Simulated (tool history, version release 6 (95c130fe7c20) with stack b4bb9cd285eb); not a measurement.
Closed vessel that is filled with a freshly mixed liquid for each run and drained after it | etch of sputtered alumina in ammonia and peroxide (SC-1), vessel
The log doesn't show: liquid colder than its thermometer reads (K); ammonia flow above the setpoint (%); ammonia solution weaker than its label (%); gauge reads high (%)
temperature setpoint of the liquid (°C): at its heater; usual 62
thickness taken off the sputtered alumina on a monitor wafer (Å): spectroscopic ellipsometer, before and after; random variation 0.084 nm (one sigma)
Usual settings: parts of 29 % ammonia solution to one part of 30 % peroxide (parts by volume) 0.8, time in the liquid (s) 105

run    hour  temperature setpoint of the liquid (°C)  parts of 29 % ammonia solution to one part of 30 % peroxide (parts by volume)  time in the liquid (s)  wafers since the last listed run  hours since the thermometer was replaced  hours since the ammonia flow meter was replaced  hours since the drum of ammonia solution was connected  hours since the gauge calibration  read-back film thickness of the sputtered alumina reference wafer, read on the same gauge (nm)  thickness taken off the sputtered alumina on a monitor wafer (Å)
  1       0                                       62                                                                            0.8                     105                                 0                                     633.6                                            342.6                                                    86.3                             1481.1                                                                                           29.99                                                              98.4
        7.8  -- thermometer replaced
  2    46.7                                       62                                                                            0.8                     105                              3382                                      38.9                                            389.3                                                     133                             1527.8                                                                                           29.97                                                              93.4
  3    92.2                                       62                                                                            0.8                      65                              3367                                      84.4                                            434.8                                                   178.5                             1573.3                                                                                           30.02                                                              56.5
  4   119.5                                       62                                                                            0.8                      65                              2020                                     111.7                                            462.1                                                   205.8                             1600.6                                                                                           29.99                                                                57
  5   172.3                                       62                                                                            0.6                     105                              3907                                     164.5                                            514.9                                                   258.6                             1653.4                                                                                              30                                                              90.2
  6   229.9                                       62                                                                            0.6                     105                              4263                                     222.1                                            572.5                                                   316.2                               1711                                                                                           29.99                                                              89.1
  7   266.1                                       64                                                                            0.8                     105                              2679                                     258.3                                            608.7                                                   352.4                             1747.2                                                                                           29.98                                                             100.4
      284.9  -- ammonia flow meter replaced
      308.6  -- thermometer replaced, repeated, since the last time left the tool worse
  8   328.5                                     52.5                                                                            0.8                      65                              4470                                      19.9                                             43.6                                                   414.8                             1809.6                                                                                              30                                                              40.2
      353.4  -- new drum of ammonia solution connected
  9   379.3                                       62                                                                            0.9                      45                              3685                                      70.7                                             94.4                                                    25.9                             1860.4                                                                                           29.98                                                              45.8
 10   437.8                                       62                                                                            0.8                     105                              4329                                     129.2                                            152.9                                                    84.4                             1918.9                                                                                              30                                                             104.2
 11   498.4                                     53.5                                                                            0.4                      70                              4485                                     189.8                                            213.5                                                     145                             1979.5                                                                                           30.02                                                                42
 12   562.9                                       58                                                                            0.5                     125                              4773                                     254.3                                              278                                                   209.5                               2044                                                                                           29.99                                                              96.7
 13   622.6                                       65                                                                           1.05                      45                              4418                                       314                                            337.7                                                   269.2                             2103.7                                                                                              30                                                              52.9
 14   688.1                                       62                                                                            0.8                     105                              4847                                     379.5                                            403.2                                                   334.7                             2169.2                                                                                           30.01                                                             102.8
 15     725                                     53.5                                                                            0.4                      70                              2731                                     416.4                                            440.1                                                   371.6                             2206.1                                                                                           29.97                                                              40.6
 16   771.9                                       62                                                                            0.8                      80                              3471                                     463.3                                              487                                                   418.5                               2253                                                                                              30                                                                77
      805.6  -- gauge calibrated
 17   824.5                                     53.5                                                                            1.2                     160                              3893                                     515.9                                            539.6                                                   471.1                               18.9                                                                                              30                                                             101.6
      846.1  -- thermometer replaced
      860.9  -- new drum of ammonia solution connected
 18     871                                       62                                                                              1                      45                              3293                                      24.9                                            586.1                                                    10.1                               65.4                                                                                              30                                                              46.8
      924.3  -- ammonia flow meter replaced
 19  1059.9                                       62                                                                            0.5                      85                             13907                                     213.8                                            135.6                                                     199                              254.3                                                                                           29.99                                                              80.2
 20  1109.2                                       66                                                                            0.8                     105                              3648                                     263.1                                            184.9                                                   248.3                              303.6                                                                                           30.01                                                             124.9
 21  1148.4                                       62                                                                            0.8                     105                              2901                                     302.3                                            224.1                                                   287.5                              342.8                                                                                           29.98                                                             104.3
 22  1195.6                                       55                                                                            0.8                      85                              3493                                     349.5                                            271.3                                                   334.7                                390                                                                                           30.01                                                              57.5
     1256.2  -- new drum of ammonia solution connected
 23  1265.5                                       62                                                                           0.65                     105                              5099                                     419.4                                            341.2                                                     9.3                              459.9                                                                                           30.01                                                             100.1
 24  1411.1                                       68                                                                            0.5                      55                             10776                                       565                                            486.8                                                   154.9                              605.5                                                                                              30                                                              67.9
     1412.3  -- ammonia flow meter replaced
     1443.9  -- thermometer replaced
 25  1444.4                                       62                                                                            0.8                     105                              2316                                       0.5                                             32.1                                                   188.2                              638.8                                                                                           30.02                                                             105.4
 26  1495.5                                       62                                                                            0.8                     105                              3782                                      51.6                                             83.2                                                   239.3                              689.9                                                                                              30                                                             106.5
 27    1550                                       55                                                                           0.55                      70                              4033                                     106.1                                            137.7                                                   293.8                              744.4                                                                                           29.99                                                              47.6
 28    1602                                       57                                                                            1.1                     105                              3848                                     158.1                                            189.7                                                   345.8                              796.4                                                                                           30.01                                                              82.8
 29  1642.4                                     52.5                                                                           1.15                      40                              2990                                     198.5                                            230.1                                                   386.2                              836.8                                                                                              30                                                              24.8

3 ways to go on from here, each from the tool as it stands after run 29. What would each give?
  A  1643.1                                       62                                                                            0.8                      60                                51                                     199.2                                            230.8                                                   386.9                              837.5                                                                                               ?                                                                 ?
  B  1643.1                                       62                                                                            0.8                      45                                51                                     199.2                                            230.8                                                   386.9                              837.5                                                                                               ?                                                                 ?
  C  1643.1                                       62                                                                            1.1                     140                                51                                     199.2                                            230.8                                                   386.9                              837.5                                                                                               ?                                                                 ?

run  read-back film thickness of the sputtered alumina reference wafer, read on the same gauge (nm)  thickness taken off the sputtered alumina on a monitor wafer (Å)
  A                                                                                           29.99                                                                60
  B                                                                                           29.99                                                                45
  C                                                                                           29.99                                                             144.3
Without the tool's hidden state the same runs would have given:
run  thickness taken off the sputtered alumina on a monitor wafer (Å)
  A                                                              61.7
  B                                                              46.3
  C                                                             148.4
